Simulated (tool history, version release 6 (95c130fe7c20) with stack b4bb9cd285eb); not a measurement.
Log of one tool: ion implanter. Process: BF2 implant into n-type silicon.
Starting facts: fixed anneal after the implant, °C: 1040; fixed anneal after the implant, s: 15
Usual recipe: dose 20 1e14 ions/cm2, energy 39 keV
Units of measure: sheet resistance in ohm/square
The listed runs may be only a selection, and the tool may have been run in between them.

run	hour	dose	energy	wafers since the last listed run	hours since the last dose calibration	hours since the extraction supply was calibrated	hours since the gauge calibration	read-back reference wafer on the same gauge, sheet resistance	sheet resistance
1	0	20	39	0	921	6808.6	176.3	96.27	89.73
2	23	20	39	364	944	6831.6	199.3	96.23	90.71
3	55.9	20	39	521	976.9	6864.5	232.2	96.4	90.01
4	72.3	20	39	259	993.3	6880.9	248.6	96.36	90.99
5	106.7	20	39	545	1027.7	6915.3	283	96.36	90.59
6	122.5	20	39	250	1043.5	6931.1	298.8	96.37	90.97
7	146	20	39	372	1067	6954.6	322.3	96.19	90.59
8	177.2	20	39	494	1098.2	6985.8	353.5	96.44	90.87
9	197.8	23.34	44.5	326	1118.8	7006.4	374.1	96.25	83.06
10	227.8	23.34	44.5	475	1148.8	7036.4	404.1	96.27	83.23
11	252.5	23.34	44.5	391	1173.5	7061.1	428.8	96.26	82.71
12	278.6	20	39	413	1199.6	7087.2	454.9	96.26	90.22
13	302.7	20	39	382	1223.7	7111.3	479	96.16	90.47
14	329.5	15.75	39	424	1250.5	7138.1	505.8	96.23	96.37
15	342.2	20	39	201	1263.2	7150.8	518.5	96.31	90.54
# hour 351.3: Faraday cup replaced and dose calibrated
# hour 377.5: extraction supply calibrated
16	378	20	39	313	26.7	0.5	554.3	96.3	91.08
17	396.8	20	39	297	45.5	19.3	573.1	96.29	90.49
18	415.1	20	30.5	290	63.8	37.6	591.4	96.21	100.92

Run 19 has not been measured yet. What should we expect?
19	444.9	21.62	49.5	472	93.6	67.4	621.2	?	?

read-back reference wafer on the same gauge, sheet resistance: 96.3
sheet resistance: 79.91 ohm/square
On a tool with no hidden condition, and with the same random variation, this run would have come out at sheet resistance 79.91 ohm/square.

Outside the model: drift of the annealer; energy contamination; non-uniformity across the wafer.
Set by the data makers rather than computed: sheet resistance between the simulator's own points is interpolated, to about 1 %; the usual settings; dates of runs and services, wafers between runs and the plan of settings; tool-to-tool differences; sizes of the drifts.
